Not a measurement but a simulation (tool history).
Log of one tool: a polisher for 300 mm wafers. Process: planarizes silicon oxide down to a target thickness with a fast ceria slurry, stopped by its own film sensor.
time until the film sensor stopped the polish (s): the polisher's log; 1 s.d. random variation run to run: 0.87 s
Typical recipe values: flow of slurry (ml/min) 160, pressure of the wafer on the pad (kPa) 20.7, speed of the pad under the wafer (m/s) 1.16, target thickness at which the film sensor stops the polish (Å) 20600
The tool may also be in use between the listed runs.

run    hour  flow of slurry (ml/min)  pressure of the wafer on the pad (kPa)  speed of the pad under the wafer (m/s)  target thickness at which the film sensor stops the polish (Å)  wafers since the last listed run  wafers polished on this pad  hours since the slurry nozzle was cleaned  hours since the head pressure was calibrated  incoming thickness of the incoming film, nm  time until the film sensor stopped the polish (s)
  1       0                      160                                    20.7                                    1.16                                                           20600                                 0                         2112                                      169.5                                         178.1                                       3270.1                                               74.8
  2    17.1                      160                                    20.7                                    1.16                                                           20600                               173                         2286                                      186.6                                         195.2                                       3235.8                                                 71
  3      34                      160                                    20.7                                    1.16                                                           20600                               171                         2457                                      203.5                                         212.1                                       3246.9                                               73.1
  4    49.5                      160                                    20.7                                    1.16                                                           20600                               157                         2614                                        219                                         227.6                                       3251.6                                                 72
       56.4  -- worn pad replaced by a new one
  5   150.5                      160                                    20.7                                    1.16                                                           20600                               983                          954                                        320                                         328.6                                       3236.7                                               71.5
  6   177.1                      160                                    20.7                                    1.16                                                           20600                               269                         1224                                      346.6                                         355.2                                       3243.9                                               73.5
      196.5  -- head pressure recalibrated
  7   210.7                      160                                    20.7                                    1.46                                                           20600                               320                         1544                                      380.2                                          14.2                                       3225.4                                               61.1
  8     223                      160                                    20.7                                    1.46                                                           20600                               124                         1669                                      392.5                                          26.5                                       3181.7                                               58.8
  9   239.3                      160                                    20.7                                    1.46                                                           20600                               165                         1834                                      408.8                                          42.8                                       3194.1                                               59.8
      244.1  -- slurry nozzle cleaned
 10   263.8                      160                                    20.7                                    1.16                                                           20600                               238                         2072                                       19.7                                          67.3                                       3226.6                                               68.9
 11   285.6                      160                                    20.7                                    1.16                                                           20600                               221                         2294                                       41.5                                          89.1                                       3200.5                                               65.8
      297.8  -- worn pad replaced by a new one, of another model than before
 12   304.8                      160                                    20.7                                    1.16                                                           20600                               154                           70                                       60.7                                         108.3                                       3289.1                                               75.3
 13   326.3                      160                                    20.7                                    1.16                                                           20600                               218                          288                                       82.2                                         129.8                                         3214                                               71.4
 14   354.7                      160                                    15.9                                    1.16                                                           20600                               287                          576                                      110.6                                         158.2                                       3218.2                                                 82
 15   387.3                      160                                    17.2                                    1.52                                                           20600                               330                          907                                      143.2                                         190.8                                       3188.3                                               62.5
 16   422.4                      190                                    17.2                                    1.16                                                           20600                               355                         1263                                      178.3                                         225.9                                       3216.6                                               78.5
 17   447.8                      160                                    20.7                                    1.16                                                           17010                               257                         1520                                      203.7                                         251.3                                       3186.2                                               99.7
 18   472.2                      160                                    20.7                                    1.16                                                           20600                               247                         1768                                      228.1                                         275.7                                       3279.3                                               81.1
 19   501.9                      200                                    16.5                                    1.16                                                           20600                               301                         2069                                      257.8                                         305.4                                       3280.3                                               86.8
      506.7  -- head pressure recalibrated
      515.4  -- worn pad replaced by a new one
 20   576.2                      115                                    20.7                                    1.16                                                           20600                               692                          617                                      332.1                                          69.5                                       3232.1                                               96.7
 21   590.5                      160                                    20.7                                    1.16                                                           20600                               144                          762                                      346.4                                          83.8                                       3278.2                                               86.4
 22   667.7                      160                                    20.7                                     0.9                                                           17000                               782                         1544                                      423.6                                           161                                       3245.2                                              139.7
 23   691.6                      160                                    20.7                                    1.16                                                           20600                               242                         1787                                      447.5                                         184.9                                       3239.4                                               85.5
 24   709.5                      160                                    20.7                                    1.16                                                           20600                               181                         1968                                      465.4                                         202.8                                       3254.4                                               87.5
        714  -- slurry nozzle cleaned
      738.8  -- worn pad replaced by a new one
 25   744.1                      160                                    25.5                                    1.16                                                           18060                               300                           53                                       30.1                                         237.4                                       3233.8                                                 76
 26   774.2                      135                                    24.8                                    1.42                                                           16800                               305                          358                                       60.2                                         267.5                                       3214.2                                               72.7
 27   799.3                      135                                    17.9                                       1                                                           20600                               254                          613                                       85.3                                         292.6                                       3184.4                                                 88
 28   813.1                      160                                    15.2                                    1.16                                                           24580                               139                          753                                       99.1                                         306.4                                       3251.4                                                 55
 29   848.2                      160                                    20.7                                    1.16                                                           20600                               355                         1109                                      134.2                                         341.5                                       3246.9                                               73.4
 30     871                      160                                    20.7                                    1.16                                                           17870                               231                         1340                                        157                                         364.3                                       3175.9                                               85.1
      874.2  -- head pressure recalibrated
 31   888.2                      160                                    15.2                                    1.16                                                           20600                               154                         1494                                      174.2                                            14                                       3242.1                                                 87
 32   907.5                      160                                    20.7                                    1.16                                                           20600                               195                         1690                                      193.5                                          33.3                                       3232.9                                               75.8
 33   941.1                      145                                    24.8                                    1.34                                                           17950                               340                         2030                                      227.1                                          66.9                                         3199                                               76.8
 34   975.4                      200                                    16.5                                    1.46                                                           23230                               347                         2378                                      261.4                                         101.2                                       3241.1                                               50.2
      981.8  -- worn pad replaced by a new one
 35    1005                      200                                    20.7                                    1.16                                                           24340                               259                          235                                        291                                         130.8                                       3249.9                                               50.2
 36  1026.8                      140                                    20.7                                    1.16                                                           16560                               221                          456                                      312.8                                         152.6                                         3178                                                107

What was the tool's hidden state at every run in the log?
removal rate lost through wear of the pad, %: 0 at every run
deviation of the head's pressure from its setpoint, %: 0 at every run
H1: slurry flow missing at the pad, %
run    H1
  1  30.1
  2  31.5
  3  32.8
  4  33.8
  5  38.4
  6  39.2
  7    40
  8  40.2
  9  40.5
 10  13.4
 11  18.6
 12  22.6
 13  26.4
 14  30.7
 15  34.6
 16    38
 17    40
 18  41.6
 19  43.2
 20    46
 21  46.4
 22  47.9
 23  48.2
 24  48.4
 25  9.58
 26  16.1
 27  20.5
 28  22.7
 29  27.2
 30  29.7
 31  31.3
 32  32.8
 33  35.1
 34  36.9
 35  38.2
 36    39

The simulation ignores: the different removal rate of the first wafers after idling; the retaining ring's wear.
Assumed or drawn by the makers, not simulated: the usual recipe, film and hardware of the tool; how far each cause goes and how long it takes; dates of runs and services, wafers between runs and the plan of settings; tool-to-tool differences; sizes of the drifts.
